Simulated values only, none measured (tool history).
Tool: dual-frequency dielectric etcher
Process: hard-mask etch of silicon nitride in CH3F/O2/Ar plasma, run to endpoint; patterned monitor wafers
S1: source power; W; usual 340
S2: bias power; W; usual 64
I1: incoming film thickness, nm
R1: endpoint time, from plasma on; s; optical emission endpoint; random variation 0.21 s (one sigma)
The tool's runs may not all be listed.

run,hour,S1,S2,I1,R1
1,0,340,64,33.86,52.2
2,6.6,340,64,33.58,51.8
3,18.7,340,76,33.92,50.3
4,35.5,340,70,33.91,50.8
# hour 70.1: wet clean of the chamber
# hour 78.4: bias power generator calibrated
# hour 94.4: upper electrode replaced
5,94.9,340,70,33.91,53
6,95.2,340,70,33.98,53.2
7,99.2,340,64,33.68,53.9
8,107.2,400,72,33.7,49
9,122.5,340,73,33.81,52.3
# hour 127: source power generator calibrated
10,129.8,380,64,33.63,51.4
11,141.2,340,64,33.81,53.5
12,153.9,300,53,34.22,59.8
13,163.6,290,49,33.73,60.6
14,176,410,75,34,47.9

Measured less the same run without the tool's hidden state. The same run-to-run variation is in both; the gauge's scatter may not be:
The hidden state here: etch rate over this chamber's usual, %; source power that arrives over what is set, %; bias power that arrives over what is set, %.
run,R1
1,-2
2,-2.1
3,-2.1
4,-2.2
5,-0.2
6,-0.2
7,-0.3
8,-0.3
9,-0.4
10,-0.4
11,-0.5
12,-0.7
13,-0.8
14,-0.7
